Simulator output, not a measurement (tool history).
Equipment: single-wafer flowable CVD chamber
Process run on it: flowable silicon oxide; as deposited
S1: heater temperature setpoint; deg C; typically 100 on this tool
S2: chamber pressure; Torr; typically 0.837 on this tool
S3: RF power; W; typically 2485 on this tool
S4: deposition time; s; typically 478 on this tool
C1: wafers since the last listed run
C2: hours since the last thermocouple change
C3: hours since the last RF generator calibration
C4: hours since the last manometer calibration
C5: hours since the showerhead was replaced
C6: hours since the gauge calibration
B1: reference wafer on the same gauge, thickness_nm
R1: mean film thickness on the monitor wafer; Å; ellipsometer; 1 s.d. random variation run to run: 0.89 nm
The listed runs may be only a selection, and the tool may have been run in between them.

{"run": 1, "day": 0.0, "S1": 89, "S2": 0.837, "S3": 2485, "S4": 478, "C1": 0, "C2": 9.3, "C3": 797.8, "C4": 942.8, "C5": 5771.1, "C6": 537.3, "B1": 322.793, "R1": 4976.74}
{"run": 2, "day": 0.725, "S1": 100, "S2": 0.837, "S3": 2485, "S4": 478, "C1": 95, "C2": 26.7, "C3": 815.2, "C4": 960.2, "C5": 5788.5, "C6": 554.7, "B1": 323.045, "R1": 3428.11}
{"run": 3, "day": 1.662, "S1": 100, "S2": 0.837, "S3": 2485, "S4": 478, "C1": 124, "C2": 49.2, "C3": 837.7, "C4": 982.7, "C5": 5811.0, "C6": 577.2, "B1": 323.118, "R1": 3453.87}
{"run": 4, "day": 2.725, "S1": 100, "S2": 0.724, "S3": 2745, "S4": 478, "C1": 140, "C2": 74.7, "C3": 863.2, "C4": 1008.2, "C5": 5836.5, "C6": 602.7, "B1": 322.86, "R1": 3005.16}
{"day": 3.717, "done": "capacitance manometer re-zeroed and calibrated"}
{"run": 5, "day": 3.738, "S1": 100, "S2": 0.837, "S3": 2485, "S4": 478, "C1": 89, "C2": 99.0, "C3": 887.5, "C4": 0.5, "C5": 5860.8, "C6": 627.0, "B1": 323.163, "R1": 3445.64}
{"run": 6, "day": 4.179, "S1": 100, "S2": 0.882, "S3": 2485, "S4": 478, "C1": 58, "C2": 109.6, "C3": 898.1, "C4": 11.1, "C5": 5871.4, "C6": 637.6, "B1": 323.215, "R1": 3618.83}
{"run": 7, "day": 4.983, "S1": 100, "S2": 0.882, "S3": 2485, "S4": 478, "C1": 106, "C2": 128.9, "C3": 917.4, "C4": 30.4, "C5": 5890.7, "C6": 656.9, "B1": 323.449, "R1": 3613.49}
{"run": 8, "day": 6.267, "S1": 100, "S2": 0.882, "S3": 2485, "S4": 478, "C1": 169, "C2": 159.7, "C3": 948.2, "C4": 61.2, "C5": 5921.5, "C6": 687.7, "B1": 323.094, "R1": 3615.19}
{"run": 9, "day": 7.012, "S1": 93, "S2": 0.837, "S3": 2485, "S4": 478, "C1": 98, "C2": 177.6, "C3": 966.1, "C4": 79.1, "C5": 5939.4, "C6": 705.6, "B1": 322.645, "R1": 4383.54}
{"run": 10, "day": 8.283, "S1": 100, "S2": 0.837, "S3": 2485, "S4": 398, "C1": 168, "C2": 208.1, "C3": 996.6, "C4": 109.6, "C5": 5969.9, "C6": 736.1, "B1": 323.169, "R1": 2870.48}
{"run": 11, "day": 8.817, "S1": 107, "S2": 0.649, "S3": 2815, "S4": 419, "C1": 70, "C2": 220.9, "C3": 1009.4, "C4": 122.4, "C5": 5982.7, "C6": 748.9, "B1": 323.133, "R1": 1873.2}
{"run": 12, "day": 10.083, "S1": 85, "S2": 0.837, "S3": 2485, "S4": 478, "C1": 167, "C2": 251.3, "C3": 1039.8, "C4": 152.8, "C5": 6013.1, "C6": 779.3, "B1": 322.577, "R1": 5629.5}
{"day": 10.579, "done": "gauge calibrated"}
{"run": 13, "day": 10.738, "S1": 100, "S2": 0.837, "S3": 2485, "S4": 478, "C1": 86, "C2": 267.0, "C3": 1055.5, "C4": 168.5, "C5": 6028.8, "C6": 3.8, "B1": 323.226, "R1": 3439.78}
{"run": 14, "day": 11.554, "S1": 111, "S2": 0.837, "S3": 2485, "S4": 478, "C1": 108, "C2": 286.6, "C3": 1075.1, "C4": 188.1, "C5": 6048.4, "C6": 23.4, "B1": 323.041, "R1": 2369.96}
{"run": 15, "day": 12.275, "S1": 100, "S2": 0.645, "S3": 2485, "S4": 400, "C1": 95, "C2": 303.9, "C3": 1092.4, "C4": 205.4, "C5": 6065.7, "C6": 40.7, "B1": 322.855, "R1": 2240.01}
{"run": 16, "day": 13.067, "S1": 100, "S2": 0.7, "S3": 2485, "S4": 478, "C1": 104, "C2": 322.9, "C3": 1111.4, "C4": 224.4, "C5": 6084.7, "C6": 59.7, "B1": 323.259, "R1": 2892.65}
{"run": 17, "day": 14.067, "S1": 113, "S2": 0.837, "S3": 2485, "S4": 478, "C1": 132, "C2": 346.9, "C3": 1135.4, "C4": 248.4, "C5": 6108.7, "C6": 83.7, "B1": 322.853, "R1": 2206.62}
{"day": 15.254, "done": "RF generator calibrated"}
{"run": 18, "day": 15.275, "S1": 100, "S2": 0.837, "S3": 2820, "S4": 478, "C1": 115, "C2": 375.9, "C3": 0.5, "C4": 277.4, "C5": 6137.7, "C6": 112.7, "B1": 323.057, "R1": 3484.46}
{"run": 19, "day": 16.446, "S1": 100, "S2": 0.718, "S3": 2485, "S4": 399, "C1": 155, "C2": 404.0, "C3": 28.6, "C4": 305.5, "C5": 6165.8, "C6": 140.8, "B1": 323.12, "R1": 2481.2}
{"day": 17.567, "done": "showerhead replaced"}
{"run": 20, "day": 17.779, "S1": 100, "S2": 0.837, "S3": 2485, "S4": 478, "C1": 132, "C2": 436.0, "C3": 60.6, "C4": 337.5, "C5": 5.1, "C6": 172.8, "B1": 322.987, "R1": 3440.81}
{"run": 21, "day": 19.025, "S1": 105, "S2": 1.045, "S3": 2035, "S4": 391, "C1": 164, "C2": 465.9, "C3": 90.5, "C4": 367.4, "C5": 35.0, "C6": 202.7, "B1": 322.925, "R1": 2848.82}
{"run": 22, "day": 19.658, "S1": 94, "S2": 0.837, "S3": 2485, "S4": 478, "C1": 83, "C2": 481.1, "C3": 105.7, "C4": 382.6, "C5": 50.2, "C6": 217.9, "B1": 323.333, "R1": 4227.13}
{"run": 23, "day": 20.325, "S1": 94, "S2": 1.005, "S3": 2025, "S4": 412, "C1": 88, "C2": 497.1, "C3": 121.7, "C4": 398.6, "C5": 66.2, "C6": 233.9, "B1": 323.024, "R1": 4226.32}
{"run": 24, "day": 21.75, "S1": 111, "S2": 1.012, "S3": 2250, "S4": 478, "C1": 188, "C2": 531.3, "C3": 155.9, "C4": 432.8, "C5": 100.4, "C6": 268.1, "B1": 322.665, "R1": 2790.3}
{"run": 25, "day": 23.088, "S1": 100, "S2": 0.993, "S3": 2715, "S4": 537, "C1": 177, "C2": 563.4, "C3": 188.0, "C4": 464.9, "C5": 132.5, "C6": 300.2, "B1": 322.894, "R1": 4576.94}
{"run": 26, "day": 24.471, "S1": 100, "S2": 0.837, "S3": 2835, "S4": 478, "C1": 183, "C2": 596.6, "C3": 221.2, "C4": 498.1, "C5": 165.7, "C6": 333.4, "B1": 322.91, "R1": 3472.14}
{"run": 27, "day": 26.462, "S1": 100, "S2": 0.837, "S3": 2485, "S4": 478, "C1": 263, "C2": 644.4, "C3": 269.0, "C4": 545.9, "C5": 213.5, "C6": 381.2, "B1": 322.729, "R1": 3426.33}

5 options for the next run, each taken on its own from the tool as it stands now. Forecast them:
{"run": "A", "day": 26.483, "S1": 100, "S2": 0.837, "S3": 2485, "S4": 478, "C1": 2, "C2": 644.9, "C3": 269.5, "C4": 546.4, "C5": 214.0, "C6": 381.7, "B1": "?", "R1": "?"}
{"run": "B", "day": 26.483, "S1": 89, "S2": 0.63, "S3": 2770, "S4": 570, "C1": 2, "C2": 644.9, "C3": 269.5, "C4": 546.4, "C5": 214.0, "C6": 381.7, "B1": "?", "R1": "?"}
{"run": "C", "day": 26.483, "S1": 100, "S2": 0.912, "S3": 2485, "S4": 431, "C1": 2, "C2": 644.9, "C3": 269.5, "C4": 546.4, "C5": 214.0, "C6": 381.7, "B1": "?", "R1": "?"}
{"run": "D", "day": 26.483, "S1": 108, "S2": 1.044, "S3": 2720, "S4": 539, "C1": 2, "C2": 644.9, "C3": 269.5, "C4": 546.4, "C5": 214.0, "C6": 381.7, "B1": "?", "R1": "?"}
{"run": "E", "day": 26.483, "S1": 100, "S2": 0.837, "S3": 2880, "S4": 393, "C1": 2, "C2": 644.9, "C3": 269.5, "C4": 546.4, "C5": 214.0, "C6": 381.7, "B1": "?", "R1": "?"}

run=A B1=322.787 R1=3427.62
run=B B1=322.787 R1=4571.94
run=C B1=322.787 R1=3355.56
run=D B1=322.787 R1=3642.78
run=E B1=322.787 R1=2854.46
Stripped of hidden state, with their random variation kept, the same runs would have yielded:
run=A R1=3427.62
run=B R1=4571.94
run=C R1=3355.56
run=D R1=3642.78
run=E R1=2854.46
